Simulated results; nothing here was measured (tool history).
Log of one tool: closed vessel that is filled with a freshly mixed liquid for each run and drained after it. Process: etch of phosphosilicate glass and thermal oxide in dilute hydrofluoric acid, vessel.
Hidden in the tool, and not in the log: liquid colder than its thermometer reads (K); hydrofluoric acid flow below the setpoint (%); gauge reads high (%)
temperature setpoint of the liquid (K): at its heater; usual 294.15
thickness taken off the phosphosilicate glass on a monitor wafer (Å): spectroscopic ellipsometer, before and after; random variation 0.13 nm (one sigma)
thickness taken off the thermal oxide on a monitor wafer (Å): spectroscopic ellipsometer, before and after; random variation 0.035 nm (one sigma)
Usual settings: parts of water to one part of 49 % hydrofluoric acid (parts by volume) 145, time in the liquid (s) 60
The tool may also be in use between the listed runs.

run	day	temperature setpoint of the liquid (K)	parts of water to one part of 49 % hydrofluoric acid (parts by volume)	time in the liquid (s)	wafers since the last listed run	hours since the thermometer was replaced	hours since the hydrofluoric acid flow meter was replaced	hours since the gauge calibration	read-back film thickness of the phosphosilicate glass reference wafer, read on the same gauge (nm)	read-back film thickness of the thermal oxide reference wafer, read on the same gauge (nm)	thickness taken off the phosphosilicate glass on a monitor wafer (Å)	thickness taken off the thermal oxide on a monitor wafer (Å)
1	0	294.15	180	60	0	1392	1641.8	418	140.01	140.025	205.2	11.17
2	1.433	292.65	145	40	2613	1426.4	1676.2	452.4	140.02	139.997	165.9	9.19
3	2.058	297.65	145	80	1139	1441.4	1691.2	467.4	140	140.022	406.4	21.82
4	3.212	294.15	115	75	2104	1469.1	1718.9	495.1	140.03	140.007	430	23.57
5	4.229	294.15	145	35	1853	1493.5	1743.3	519.5	140.01	139.99	152.9	8.6
# day 4.758: gauge calibrated
6	4.858	298.65	195	50	1147	1508.6	1758.4	2.4	139.99	140.022	182.4	10.26
7	5.971	292.65	115	60	2028	1535.3	1785.1	29.1	139.95	140.005	319.1	17.56
# day 7.3: thermometer replaced
8	8.425	294.15	145	60	4398	27	1844	88	139.97	139.998	277.1	15.46
9	9.188	297.65	115	85	1390	45.3	1862.3	106.3	139.99	140.026	596	32.63
10	9.892	291.65	85	90	1283	62.2	1879.2	123.2	139.99	140.037	687.9	39.45
11	11.029	294.15	145	60	2074	89.5	1906.5	150.5	140	139.977	279.7	15.43
12	11.546	296.15	205	85	942	101.9	1918.9	162.9	140	139.986	278.4	15.72
13	12.733	294.15	145	60	2165	130.4	1947.4	191.4	139.99	140.042	275.4	15.06
# day 13.412: hydrofluoric acid flow meter replaced
14	13.783	294.15	145	60	1838	155.6	8.9	216.6	140.04	140.015	295.3	16.73
15	14.546	294.15	145	60	1390	173.9	27.2	234.9	140.02	140.022	294.7	16.16
16	15.183	295.65	85	30	1162	189.2	42.5	250.2	139.97	140.006	284.6	15.68
17	16.388	294.15	165	90	2195	218.1	71.4	279.1	139.98	140.004	378.4	20.96
18	17.412	290.15	115	60	1868	242.7	96	303.7	140.02	140.035	322.1	18.14
19	18.171	298.15	145	60	1382	260.9	114.2	321.9	139.99	139.965	342.5	19.29
20	19.55	294.15	145	60	2514	294	147.3	355	140.02	139.978	292.7	15.8
21	20.604	290.15	80	30	1922	319.3	172.6	380.3	140.01	140.028	239	12.71
22	21.546	296.65	145	75	1716	341.9	195.2	402.9	140	139.983	400.4	22.03
23	22.529	294.15	145	60	1792	365.5	218.8	426.5	140	140.003	288.5	15.39
24	23.308	294.15	145	60	1420	384.2	237.5	445.2	140.02	140.002	289.8	15.92

5 ways to go on from here, each from the tool as it stands after run 24. What would each give?
A	23.338	294.15	145	60	53	384.9	238.2	445.9	?	?	?	?
B	23.338	297.15	145	30	53	384.9	238.2	445.9	?	?	?	?
C	23.338	294.15	85	75	53	384.9	238.2	445.9	?	?	?	?
D	23.338	294.15	165	60	53	384.9	238.2	445.9	?	?	?	?
E	23.338	294.15	105	60	53	384.9	238.2	445.9	?	?	?	?

run	read-back film thickness of the phosphosilicate glass reference wafer, read on the same gauge (nm)	read-back film thickness of the thermal oxide reference wafer, read on the same gauge (nm)	thickness taken off the phosphosilicate glass on a monitor wafer (Å)	thickness taken off the thermal oxide on a monitor wafer (Å)
A	140.01	140.023	287.6	16.16
B	140.01	140.023	161.7	9.08
C	140.01	140.023	656	36.86
D	140.01	140.023	247.4	13.9
E	140.01	140.023	415.1	23.32
Without the tool's hidden state the same runs would have given:
run	thickness taken off the phosphosilicate glass on a monitor wafer (Å)	thickness taken off the thermal oxide on a monitor wafer (Å)
A	298.2	16.76
B	167.6	9.42
C	680.1	38.21
D	256.6	14.42
E	430.4	24.18
